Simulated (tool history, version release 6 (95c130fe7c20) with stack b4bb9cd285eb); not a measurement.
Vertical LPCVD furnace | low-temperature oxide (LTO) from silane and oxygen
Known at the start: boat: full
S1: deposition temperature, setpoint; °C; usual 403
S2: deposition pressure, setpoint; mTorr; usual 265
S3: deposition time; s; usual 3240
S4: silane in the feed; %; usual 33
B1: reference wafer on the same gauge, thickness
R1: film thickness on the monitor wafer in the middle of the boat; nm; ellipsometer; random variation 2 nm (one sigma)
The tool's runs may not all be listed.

run    hour   S1   S2    S3  S4      B1      R1
  1       0  403  265  3240  33  471.34  478.53
  2    67.2  403  265  3240  33  471.04   474.7
      201.5  -- silane flow controller replaced
  3     202  403  265  3240  33  470.31  502.08
      228.5  -- thermocouples replaced and temperature profile calibrated
      245.8  -- pressure gauge zeroed
  4   246.3  403  265  3240  33  470.92  475.12
  5   288.5  403  265  3240  33  470.48  470.69
  6   352.8  403  265  3240  33  471.32  477.04
  7   409.2  403  265  3240  33  471.96  472.36
  8     518  403  265  3240  33  470.79  472.99
  9   551.2  403  265  3240  33  469.97  474.72
 10   670.2  403  265  3240  33  470.43  475.47
 11   720.8  403  265  3240  33  470.81  477.16
 12   745.6  403  265  3240  33  470.68  475.43
 13   794.6  403  265  3240  38  471.54  575.21
 14   854.6  403  265  2910  27  471.84  318.94
 15   890.6  403  265  3240  33  470.77  475.87
 16   920.6  403  265  2460  33  470.51     361
 17   989.7  403  265  3960  33  471.13  586.19
 18  1094.8  414  290  2040  35  471.56  403.75
       1097  -- gauge calibrated
 19  1147.2  393  265  4140  37  471.02  633.79
 20  1199.5  403  235  2250  33  470.96   292.1
 21  1240.4  403  285  3240  33  470.67  515.45
 22  1401.7  403  265  3240  33  471.47  479.48
 23  1466.7  403  265  3240  39  471.66  595.38
 24  1522.7  408  265  3990  33  472.24  623.42
 25  1581.2  411  315  3240  37  471.36  721.55
 26  1648.8  398  265  3240  30  471.64  393.95
 27  1704.4  403  315  3240  33  471.12   571.2
 28  1749.1  403  285  4050  38  471.15  773.49
 29  1802.4  403  265  3240  33   470.3  481.03
 30  1862.7  403  265  3240  33   470.4  479.62
 31  1926.7  412  240  3690  37  471.35  633.46

Some steps in R1 between neighbouring runs. How much of each would the tool show without its hidden state too (settings, what came in, random variation), and how much is left for the hidden state, with any gauge scatter that isn't in both results?
The hidden state here: true tube temperature minus thermocouple reading, K; true pressure minus gauge reading, mTorr; deviation of the silane flow from its setpoint, %; gauge reads high (%).
Run 2 -> 3: silane flow controller replaced. R1 +27.38 nm: hidden state +21.82, all else +5.56.
Run 3 -> 4: thermocouples replaced and temperature profile calibrated, pressure gauge zeroed. R1 -26.96 nm: hidden state -24.94, all else -2.02.
Run 19 -> 20: S1 393 -> 403, S2 265 -> 235, S3 4140 -> 2250, S4 37 -> 33. R1 -341.69 nm: hidden state -2, all else -339.69.
Run 25 -> 26: S1 411 -> 398, S2 315 -> 265, S4 37 -> 30. R1 -327.6 nm: hidden state -2.45, all else -325.15.
Run 28 -> 29: S2 285 -> 265, S3 4050 -> 3240, S4 38 -> 33. R1 -292.46 nm: hidden state -2.75, all else -289.71.
